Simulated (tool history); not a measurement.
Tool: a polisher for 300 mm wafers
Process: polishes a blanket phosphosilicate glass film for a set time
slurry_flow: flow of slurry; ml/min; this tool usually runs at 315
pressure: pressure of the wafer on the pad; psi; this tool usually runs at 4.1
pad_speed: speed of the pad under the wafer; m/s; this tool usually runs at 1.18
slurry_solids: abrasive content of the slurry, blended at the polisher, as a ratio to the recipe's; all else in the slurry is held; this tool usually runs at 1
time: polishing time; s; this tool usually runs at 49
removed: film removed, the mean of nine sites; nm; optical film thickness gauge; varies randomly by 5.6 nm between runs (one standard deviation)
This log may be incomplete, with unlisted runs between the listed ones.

run	day	slurry_flow	pressure	pad_speed	slurry_solids	time	wafers since the last listed run	wafers polished on this pad	hours since the slurry nozzle was cleaned	hours since the head pressure was calibrated	hours since the slurry blender was calibrated	hours since the conditioning disc was replaced	incoming thickness of the incoming film, nm	removed
1	0	315	4.1	1.18	1	49	0	519	33.6	1342.7	31.7	289.9	3381.4	739
2	1.392	315	4.1	1.18	1	49	575	1094	67	1376.1	65.1	323.3	3308.3	742.9
3	2.183	315	4.1	1.18	0.85	57	327	1421	86	1395.1	84.1	342.3	3309.8	831.6
# day 3.025: worn pad replaced by a new one
4	3.175	315	4.1	1.18	1	49	340	61	109.8	1418.9	107.9	366.1	3308.3	743.4
5	3.704	315	4.1	1.18	1	49	218	279	122.5	1431.6	120.6	378.8	3367.5	739.6
6	5.008	315	4.1	1.18	1	49	539	819	153.8	1462.9	151.9	410.1	3403.9	740.4
7	5.796	315	4.1	1.18	1	49	325	1144	172.7	1481.8	170.8	429	3368.8	737.4
# day 6.929: worn pad replaced by a new one
8	7.217	315	4.1	1.18	1.1	49	518	119	206.8	1515.9	204.9	463.1	3316	767.2
9	8.204	315	4.1	1.18	1.1	49	408	527	230.5	1539.6	228.6	486.8	3351.7	755.2
10	9.504	315	4.1	1.18	0.85	49	537	1064	261.7	1570.8	259.8	518	3332	691.9
11	10.983	315	4.1	1.18	0.8	49	611	1676	297.2	1606.3	295.3	553.5	3310.2	676.7
# day 11.283: worn pad replaced by a new one
# day 11.921: head pressure recalibrated
12	11.971	315	4.1	1.18	1	49	304	249	320.9	1.2	319	577.2	3369.4	706.4
# day 12.954: conditioning disc replaced and pad reconditioned
13	13.046	315	4.1	1.18	1	49	409	659	346.7	27	344.8	2.2	3304.6	703.9
# day 13.438: slurry nozzle cleaned
14	13.85	390	3.6	1.18	1	49	315	974	9.9	46.3	364.1	21.5	3377.2	699
# day 14.538: slurry blender recalibrated
15	14.671	260	5.2	1.18	1.15	49	304	1279	29.6	66	3.2	41.2	3339.7	884.9
16	15.192	315	4.8	1.18	1	36	215	1494	42.1	78.5	15.7	53.7	3347.7	605.6
# day 15.633: worn pad replaced by a new one
17	16.079	315	4.1	1.18	1	49	297	184	63.4	99.8	37	75	3348.3	755.7
18	17.454	315	4.8	1.18	1	43	568	752	96.4	132.8	70	108	3305.5	720.5
19	18.788	370	4.1	0.98	1	49	551	1303	128.4	164.8	102	140	3301.6	650.4
20	19.388	315	4.1	1.18	1	49	247	1551	142.8	179.2	116.4	154.4	3364.6	740
# day 20.108: worn pad replaced by a new one
21	20.412	315	4.1	1	0.9	49	354	125	167.4	203.8	141	179	3363.2	630.5
22	21.808	410	4.1	1.18	1.15	54	576	702	200.9	237.3	174.5	212.5	3360.4	861.5

What would each run have given without the hidden state, its run-to-run variation left as it was?
The hidden state here: removal rate lost through wear of the pad, %; slurry flow missing at the pad, %; deviation of the head's pressure from its setpoint, %; abrasive missing from the slurry, %; time polished since the conditioner stopped cutting, s.
run	removed
1	741.4
2	746
3	835.7
4	748.1
5	744.9
6	747.8
7	746.3
8	780
9	770.8
10	710.9
11	702
12	738.8
13	744.5
14	701.6
15	889.8
16	608.6
17	759.9
18	725.7
19	655.7
20	747.9
21	639
22	873.6

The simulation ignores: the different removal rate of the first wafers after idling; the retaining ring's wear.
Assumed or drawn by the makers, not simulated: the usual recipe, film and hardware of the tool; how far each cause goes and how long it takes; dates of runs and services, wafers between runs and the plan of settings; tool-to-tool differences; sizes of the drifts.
